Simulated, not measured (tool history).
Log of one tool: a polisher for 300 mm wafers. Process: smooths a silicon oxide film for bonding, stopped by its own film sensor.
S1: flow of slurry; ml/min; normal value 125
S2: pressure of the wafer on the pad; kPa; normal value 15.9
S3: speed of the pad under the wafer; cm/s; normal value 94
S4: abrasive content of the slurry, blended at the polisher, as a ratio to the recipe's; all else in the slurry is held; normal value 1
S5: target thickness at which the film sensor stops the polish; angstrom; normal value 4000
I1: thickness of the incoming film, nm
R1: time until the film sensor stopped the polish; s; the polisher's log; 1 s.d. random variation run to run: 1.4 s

| run | day | S1 | S2 | S3 | S4 | S5 | I1 | R1 |
|---|---|---|---|---|---|---|---|---|
| 1 | 0 | 125 | 17.2 | 94 | 1 | 4000 | 464.2 | 81.4 |
| 2 | 0.638 | 125 | 17.2 | 94 | 1 | 4000 | 454.5 | 67.7 |
| 3 | 1.217 | 125 | 15.9 | 94 | 1 | 4000 | 458.5 | 82.2 |
|  | 1.521 | slurry blender recalibrated |
| 4 | 1.904 | 125 | 15.9 | 94 | 1 | 4000 | 461.6 | 79 |
|  | 2.133 | worn pad replaced by a new one |
| 5 | 2.233 | 125 | 15.9 | 94 | 1 | 4000 | 462.4 | 83.6 |
| 6 | 2.967 | 125 | 20 | 94 | 1 | 4000 | 455.1 | 58.5 |
| 7 | 3.688 | 125 | 20 | 94 | 1 | 4000 | 461.9 | 67.5 |
| 8 | 4.358 | 125 | 20 | 94 | 1 | 4000 | 455.7 | 62.5 |
| 9 | 4.979 | 125 | 15.9 | 94 | 1 | 4000 | 461.4 | 83.1 |
|  | 5.325 | slurry nozzle cleaned |
| 10 | 5.521 | 125 | 15.9 | 94 | 1 | 4000 | 458.6 | 80.8 |
|  | 5.75 | worn pad replaced by a new one |
| 11 | 6.175 | 125 | 15.9 | 94 | 1 | 4000 | 453.2 | 73.6 |
| 12 | 6.829 | 125 | 15.9 | 94 | 1 | 4000 | 467.1 | 92.1 |
| 13 | 7.312 | 125 | 15.9 | 94 | 1 | 4000 | 455.7 | 78.2 |
|  | 7.833 | slurry blender recalibrated |
| 14 | 8.046 | 125 | 15.9 | 94 | 1 | 4000 | 458.5 | 77.2 |
| 15 | 8.325 | 125 | 15.9 | 94 | 1 | 4000 | 465.6 | 85.4 |
|  | 8.754 | head pressure recalibrated |
| 16 | 8.775 | 125 | 15.9 | 94 | 1 | 4000 | 466.4 | 86 |
|  | 9.354 | worn pad replaced by a new one |
| 17 | 9.375 | 90 | 15.9 | 94 | 1 | 4000 | 465.1 | 92.5 |
| 18 | 9.546 | 125 | 15.9 | 120 | 1 | 4000 | 467.6 | 75.8 |
| 19 | 10.212 | 90 | 13.1 | 94 | 1.2 | 4120 | 461.5 | 79 |
| 20 | 10.488 | 125 | 12.4 | 94 | 1 | 4140 | 458.8 | 76.8 |
| 21 | 12.012 | 125 | 15.9 | 94 | 1 | 4000 | 457.7 | 82 |
| 22 | 12.329 | 125 | 15.9 | 94 | 1 | 4000 | 465.8 | 92.6 |
|  | 12.579 | worn pad replaced by a new one |
| 23 | 12.846 | 125 | 15.9 | 94 | 1 | 4000 | 460.6 | 85.5 |
| 24 | 13.121 | 125 | 15.9 | 110 | 1.15 | 4000 | 460.9 | 71.5 |
|  | 13.646 | slurry blender recalibrated |
| 25 | 13.667 | 125 | 15.9 | 70 | 1 | 3800 | 469.9 | 151 |
| 26 | 14.196 | 155 | 15.9 | 94 | 0.75 | 4000 | 458.9 | 83.2 |
| 27 | 14.9 | 125 | 14.5 | 94 | 0.75 | 4100 | 457.7 | 81.4 |
| 28 | 15.567 | 165 | 13.1 | 94 | 0.7 | 4070 | 464.1 | 106.7 |
| 29 | 16.146 | 125 | 11 | 94 | 0.75 | 4000 | 455.2 | 126.5 |
|  | 16.379 | worn pad replaced by a new one |
| 30 | 16.888 | 125 | 15.9 | 94 | 1.1 | 4130 | 465.4 | 67.2 |

The logged runs with the hidden state left out (each run's random variation unchanged):
Hidden state at play: removal rate lost through wear of the pad, %; slurry flow missing at the pad, %; deviation of the head's pressure from its setpoint, %; abrasive missing from the slurry, %.
| run | R1 |
|---|---|
| 1 | 74.7 |
| 2 | 62 |
| 3 | 75.1 |
| 4 | 76.8 |
| 5 | 80.4 |
| 6 | 55.1 |
| 7 | 62.7 |
| 8 | 57.4 |
| 9 | 75.9 |
| 10 | 73.4 |
| 11 | 66.6 |
| 12 | 83.1 |
| 13 | 70.4 |
| 14 | 76.3 |
| 15 | 83.5 |
| 16 | 83 |
| 17 | 87.9 |
| 18 | 71.8 |
| 19 | 74.4 |
| 20 | 71.7 |
| 21 | 75.3 |
| 22 | 84.9 |
| 23 | 78.2 |
| 24 | 65.8 |
| 25 | 150.6 |
| 26 | 81.1 |
| 27 | 77.6 |
| 28 | 99.8 |
| 29 | 117.4 |
| 30 | 62.7 |

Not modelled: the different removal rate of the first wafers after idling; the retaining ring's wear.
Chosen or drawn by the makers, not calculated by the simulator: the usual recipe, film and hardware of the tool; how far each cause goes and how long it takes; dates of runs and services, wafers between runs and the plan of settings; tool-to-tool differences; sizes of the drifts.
